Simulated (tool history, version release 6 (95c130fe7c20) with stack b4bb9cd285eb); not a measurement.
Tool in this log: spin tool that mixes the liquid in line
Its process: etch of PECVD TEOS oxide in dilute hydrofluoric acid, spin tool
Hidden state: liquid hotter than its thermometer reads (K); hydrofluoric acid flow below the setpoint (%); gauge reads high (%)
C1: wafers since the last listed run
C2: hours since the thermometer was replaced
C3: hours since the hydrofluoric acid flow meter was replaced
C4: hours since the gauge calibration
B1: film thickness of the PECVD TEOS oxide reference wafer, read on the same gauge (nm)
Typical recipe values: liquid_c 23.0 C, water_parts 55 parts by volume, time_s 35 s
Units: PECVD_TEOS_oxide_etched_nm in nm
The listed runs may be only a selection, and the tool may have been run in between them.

Run 1, day 0.000: usual settings; C1 0; C2 1611.9; C3 1278.2; C4 22.6; B1 40.01. Result: PECVD_TEOS_oxide_etched_nm 6.43 nm.
Run 2, day 0.704: usual settings; C1 152; C2 1628.8; C3 1295.1; C4 39.5; B1 39.96. Result: PECVD_TEOS_oxide_etched_nm 6.43 nm.
Run 3, day 1.025: usual settings but liquid_c 24.5 C; C1 69; C2 1636.5; C3 1302.8; C4 47.2; B1 39.99. Result: PECVD_TEOS_oxide_etched_nm 6.77 nm.
Run 4, day 1.712: usual settings but liquid_c 24.5 C; C1 149; C2 1653.0; C3 1319.3; C4 63.7; B1 39.98. Result: PECVD_TEOS_oxide_etched_nm 6.79 nm.
Run 5, day 1.988: usual settings; C1 59; C2 1659.6; C3 1325.9; C4 70.3; B1 39.99. Result: PECVD_TEOS_oxide_etched_nm 6.44 nm.
Run 6, day 2.267: usual settings; C1 60; C2 1666.3; C3 1332.6; C4 77.0; B1 40.00. Result: PECVD_TEOS_oxide_etched_nm 6.40 nm.
Run 7, day 2.725: usual settings; C1 99; C2 1677.3; C3 1343.6; C4 88.0; B1 40.00. Result: PECVD_TEOS_oxide_etched_nm 6.40 nm.
Run 8, day 3.208: usual settings but time_s 50 s; C1 104; C2 1688.9; C3 1355.2; C4 99.6; B1 40.01. Result: PECVD_TEOS_oxide_etched_nm 9.14 nm.
Run 9, day 3.946: usual settings but time_s 50 s; C1 160; C2 1706.6; C3 1372.9; C4 117.3; B1 40.03. Result: PECVD_TEOS_oxide_etched_nm 9.19 nm.
Run 10, day 4.292: usual settings; C1 75; C2 1714.9; C3 1381.2; C4 125.6; B1 39.98. Result: PECVD_TEOS_oxide_etched_nm 6.44 nm.

What does the tool deliver on the next run?
At day 6.146: thermometer replaced.
At day 6.246: gauge calibrated.
Run 11, day 6.262: usual settings but liquid_c 21.5 C, time_s 55 s; C1 418; C2 2.8; C3 1428.5; C4 0.4; B1 ?. Result: PECVD_TEOS_oxide_etched_nm ?.

For run 11 the tool returned B1 40.03, PECVD_TEOS_oxide_etched_nm 8.59 nm.
Without the tool's hidden state the same run would have given PECVD_TEOS_oxide_etched_nm 9.76 nm.

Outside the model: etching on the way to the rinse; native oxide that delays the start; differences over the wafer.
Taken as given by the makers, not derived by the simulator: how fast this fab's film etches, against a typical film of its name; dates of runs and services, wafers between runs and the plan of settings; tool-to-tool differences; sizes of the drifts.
